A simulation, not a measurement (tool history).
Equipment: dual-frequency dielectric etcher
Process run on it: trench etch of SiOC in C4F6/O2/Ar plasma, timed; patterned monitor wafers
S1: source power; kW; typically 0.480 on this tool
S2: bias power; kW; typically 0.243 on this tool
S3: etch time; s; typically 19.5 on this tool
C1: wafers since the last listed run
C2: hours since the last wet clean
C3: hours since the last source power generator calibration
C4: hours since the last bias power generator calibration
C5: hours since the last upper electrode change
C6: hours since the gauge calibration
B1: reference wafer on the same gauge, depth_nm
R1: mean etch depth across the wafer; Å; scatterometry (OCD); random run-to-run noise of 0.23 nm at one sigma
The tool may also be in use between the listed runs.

Run 1, hour 0.0: usual settings; C1 0; C2 345.3; C3 2437.6; C4 1622.8; C5 2968.6; C6 1261.7; B1 45.74. Result: R1 550.3 Å.
Run 2, hour 50.4: usual settings; C1 880; C2 395.7; C3 2488.0; C4 1673.2; C5 3019.0; C6 1312.1; B1 45.67. Result: R1 553.3 Å.
Run 3, hour 95.5: usual settings but S3 21.5 s; C1 787; C2 440.8; C3 2533.1; C4 1718.3; C5 3064.1; C6 1357.2; B1 45.68. Result: R1 614.6 Å.
At hour 149.9: wet clean of the chamber.
Run 4, hour 150.4: usual settings but S3 21.5 s; C1 539; C2 0.5; C3 2588.0; C4 1773.2; C5 3119.0; C6 1412.1; B1 45.78. Result: R1 611.6 Å.
At hour 211.6: upper electrode replaced.
Run 5, hour 212.1: usual settings; C1 658; C2 62.2; C3 2649.7; C4 1834.9; C5 0.5; C6 1473.8; B1 45.83. Result: R1 556.1 Å.
Run 6, hour 258.3: usual settings; C1 807; C2 108.4; C3 2695.9; C4 1881.1; C5 46.7; C6 1520.0; B1 45.80. Result: R1 557.0 Å.
Run 7, hour 294.2: usual settings; C1 627; C2 144.3; C3 2731.8; C4 1917.0; C5 82.6; C6 1555.9; B1 45.83. Result: R1 551.9 Å.
At hour 298.5: source power generator calibrated.
Run 8, hour 320.5: usual settings; C1 389; C2 170.6; C3 22.0; C4 1943.3; C5 108.9; C6 1582.2; B1 45.82. Result: R1 558.8 Å.
Run 9, hour 386.5: usual settings but S1 0.580 kW; C1 1153; C2 236.6; C3 88.0; C4 2009.3; C5 174.9; C6 1648.2; B1 45.80. Result: R1 602.2 Å.
Run 10, hour 412.6: usual settings; C1 455; C2 262.7; C3 114.1; C4 2035.4; C5 201.0; C6 1674.3; B1 45.80. Result: R1 557.7 Å.
Run 11, hour 449.2: usual settings but S1 0.570 kW, S2 0.198 kW, S3 25.5 s; C1 639; C2 299.3; C3 150.7; C4 2072.0; C5 237.6; C6 1710.9; B1 45.85. Result: R1 722.6 Å.
Run 12, hour 505.6: usual settings but S1 0.400 kW, S2 0.221 kW, S3 16.0 s; C1 985; C2 355.7; C3 207.1; C4 2128.4; C5 294.0; C6 1767.3; B1 45.86. Result: R1 405.0 Å.
Run 13, hour 534.4: usual settings but S1 0.440 kW, S2 0.227 kW, S3 16.0 s; C1 503; C2 384.5; C3 235.9; C4 2157.2; C5 322.8; C6 1796.1; B1 45.91. Result: R1 428.0 Å.
Run 14, hour 601.6: usual settings but S1 0.580 kW, S2 0.193 kW, S3 23.0 s; C1 1174; C2 451.7; C3 303.1; C4 2224.4; C5 390.0; C6 1863.3; B1 45.88. Result: R1 653.0 Å.
At hour 640.9: wet clean of the chamber.
At hour 644.0: gauge calibrated.
Run 15, hour 659.9: usual settings; C1 599; C2 19.0; C3 361.4; C4 2282.7; C5 448.3; C6 15.9; B1 44.00. Result: R1 529.4 Å.
Run 16, hour 686.5: usual settings but S3 17.5 s; C1 464; C2 45.6; C3 388.0; C4 2309.3; C5 474.9; C6 42.5; B1 44.13. Result: R1 480.5 Å.
Run 17, hour 721.1: usual settings but S3 15.5 s; C1 604; C2 80.2; C3 422.6; C4 2343.9; C5 509.5; C6 77.1; B1 44.17. Result: R1 425.8 Å.
Run 18, hour 757.1: usual settings but S1 0.390 kW, S2 0.201 kW, S3 15.0 s; C1 628; C2 116.2; C3 458.6; C4 2379.9; C5 545.5; C6 113.1; B1 44.29. Result: R1 354.3 Å.
Run 19, hour 788.8: usual settings but S1 0.440 kW, S2 0.284 kW, S3 23.5 s; C1 553; C2 147.9; C3 490.3; C4 2411.6; C5 577.2; C6 144.8; B1 44.33. Result: R1 665.7 Å.
Run 20, hour 856.1: usual settings but S1 0.380 kW, S2 0.210 kW, S3 17.0 s; C1 1175; C2 215.2; C3 557.6; C4 2478.9; C5 644.5; C6 212.1; B1 44.63. Result: R1 399.8 Å.
Run 21, hour 883.0: usual settings; C1 469; C2 242.1; C3 584.5; C4 2505.8; C5 671.4; C6 239.0; B1 44.61. Result: R1 540.9 Å.
At hour 1048.8: wet clean of the chamber.
Run 22, hour 1049.3: usual settings; C1 2486; C2 0.5; C3 750.8; C4 2672.1; C5 837.7; C6 405.3; B1 45.01. Result: R1 550.7 Å.
Run 23, hour 1104.5: usual settings; C1 964; C2 55.7; C3 806.0; C4 2727.3; C5 892.9; C6 460.5; B1 45.04. Result: R1 546.7 Å.
At hour 1147.6: bias power generator calibrated.
Run 24, hour 1148.1: usual settings but S1 0.510 kW, S2 0.274 kW, S3 15.0 s; C1 691; C2 99.3; C3 849.6; C4 0.5; C5 936.5; C6 504.1; B1 45.09. Result: R1 452.2 Å.
Run 25, hour 1354.3: usual settings; C1 3602; C2 305.5; C3 1055.8; C4 206.7; C5 1142.7; C6 710.3; B1 45.36. Result: R1 553.0 Å.
Run 26, hour 1391.4: usual settings; C1 648; C2 342.6; C3 1092.9; C4 243.8; C5 1179.8; C6 747.4; B1 45.37. Result: R1 547.2 Å.
Run 27, hour 1430.6: usual settings; C1 684; C2 381.8; C3 1132.1; C4 283.0; C5 1219.0; C6 786.6; B1 45.40. Result: R1 550.2 Å.
Run 28, hour 1489.6: usual settings but S1 0.390 kW, S3 14.5 s; C1 1030; C2 440.8; C3 1191.1; C4 342.0; C5 1278.0; C6 845.6; B1 45.44. Result: R1 376.2 Å.
At hour 1532.7: wet clean of the chamber.
Run 29, hour 1533.2: usual settings but S1 0.580 kW, S3 15.5 s; C1 342; C2 0.5; C3 1234.7; C4 385.6; C5 1321.6; C6 889.2; B1 45.48. Result: R1 472.9 Å.
Run 30, hour 1592.3: usual settings but S3 21.0 s; C1 1032; C2 59.6; C3 1293.8; C4 444.7; C5 1380.7; C6 948.3; B1 45.59. Result: R1 596.3 Å.
Run 31, hour 1623.8: usual settings but S1 0.510 kW, S2 0.279 kW, S3 25.0 s; C1 550; C2 91.1; C3 1325.3; C4 476.2; C5 1412.2; C6 979.8; B1 45.62. Result: R1 764.6 Å.

3 ways to go on from here, each from the tool as it stands after run 31. What would each give?
Run A, hour 1624.2: usual settings; C1 6; C2 91.5; C3 1325.7; C4 476.6; C5 1412.6; C6 980.2; B1 ?. Result: R1 ?.
Run B, hour 1624.2: usual settings but S1 0.570 kW, S3 16.5 s; C1 6; C2 91.5; C3 1325.7; C4 476.6; C5 1412.6; C6 980.2; B1 ?. Result: R1 ?.
Run C, hour 1624.2: usual settings but S2 0.284 kW; C1 6; C2 91.5; C3 1325.7; C4 476.6; C5 1412.6; C6 980.2; B1 ?. Result: R1 ?.

run     B1     R1
  A  45.60  551.8
  B  45.60  501.8
  C  45.60  586.0
Without the tool's unlogged condition, the same runs would have read:
run     R1
  A  531.3
  B  483.1
  C  564.2
